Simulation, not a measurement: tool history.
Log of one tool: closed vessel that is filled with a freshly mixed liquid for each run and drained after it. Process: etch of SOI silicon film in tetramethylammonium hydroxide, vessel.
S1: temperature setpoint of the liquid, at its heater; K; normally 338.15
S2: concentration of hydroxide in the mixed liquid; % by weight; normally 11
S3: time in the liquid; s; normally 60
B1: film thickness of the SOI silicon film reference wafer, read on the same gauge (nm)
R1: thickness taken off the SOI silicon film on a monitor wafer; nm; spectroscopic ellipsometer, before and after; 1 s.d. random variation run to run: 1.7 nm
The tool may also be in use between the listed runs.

run 1 hour=0 | S1=334.15 S2=12 S3=60 | B1=90.02 | R1=239.62
run 2 hour=10.1 | S1=338.15 S2=11 S3=60 | B1=89.99 | R1=316.08
run 3 hour=23.5 | S1=338.15 S2=11 S3=60 | B1=90.01 | R1=316.15
run 4 hour=36.3 | S1=338.15 S2=11 S3=60 | B1=90.01 | R1=312.64
run 5 hour=43.4 | S1=338.15 S2=11 S3=60 | B1=90.04 | R1=312.08
run 6 hour=54.1 | S1=338.15 S2=11 S3=60 | B1=90 | R1=314.36
run 7 hour=67.9 | S1=342.15 S2=11 S3=60 | B1=89.98 | R1=400.65
run 8 hour=74.5 | S1=342.15 S2=11 S3=60 | B1=90.01 | R1=400.72
run 9 hour=91 | S1=342.15 S2=11 S3=60 | B1=90.02 | R1=399.38
run 10 hour=106.7 | S1=343.15 S2=11 S3=60 | B1=90 | R1=422.52
run 11 hour=124.2 | S1=343.15 S2=11 S3=60 | B1=90.01 | R1=424.26
run 12 hour=132.2 | S1=343.15 S2=11 S3=60 | B1=89.99 | R1=426.69
-- hour=147.7 thermometer replaced
run 13 hour=149.6 | S1=338.15 S2=11 S3=60 | B1=90 | R1=284.41
-- hour=151.7 hydroxide flow meter replaced
run 14 hour=163.3 | S1=338.15 S2=10 S3=60 | B1=90.02 | R1=292.75
-- hour=170.6 gauge calibrated
run 15 hour=171.3 | S1=338.15 S2=11 S3=80 | B1=90 | R1=381.7
run 16 hour=179.9 | S1=344.65 S2=11 S3=60 | B1=90 | R1=422.85
run 17 hour=190.9 | S1=331.15 S2=13.5 S3=40 | B1=89.99 | R1=111.5
-- hour=202.8 thermometer replaced, repeated, since the last time left the tool worse
run 18 hour=205.7 | S1=338.15 S2=11 S3=60 | B1=90.02 | R1=344.79
run 19 hour=211.9 | S1=340.15 S2=11 S3=60 | B1=89.96 | R1=388.58
run 20 hour=219.6 | S1=338.15 S2=11 S3=60 | B1=90.01 | R1=345.11
run 21 hour=254.9 | S1=338.15 S2=9 S3=60 | B1=90.02 | R1=368.58
run 22 hour=274.6 | S1=346.15 S2=14 S3=85 | B1=90 | R1=705.67
run 23 hour=283.3 | S1=335.65 S2=11 S3=60 | B1=90.03 | R1=296.73
run 24 hour=296.7 | S1=340.65 S2=14.5 S3=90 | B1=90.02 | R1=530.03
run 25 hour=304.9 | S1=338.15 S2=7.5 S3=60 | B1=89.99 | R1=389.93
run 26 hour=321.8 | S1=338.15 S2=11 S3=60 | B1=90 | R1=342.81

Here are 3 independent what-if runs from the current tool condition. What would each one return?
run A hour=322.5 | S1=338.15 S2=11 S3=95 | B1=? | R1=?
run B hour=322.5 | S1=346.15 S2=12.5 S3=80 | B1=? | R1=?
run C hour=322.5 | S1=338.15 S2=11 S3=30 | B1=? | R1=?

run=A B1=90.02 R1=541.98
run=B B1=90.02 R1=696.41
run=C B1=90.02 R1=171.15
Take away the tool's hidden state, keep each run's random variation, and the runs would have read:
run=A R1=547.25
run=B R1=702.87
run=C R1=172.82
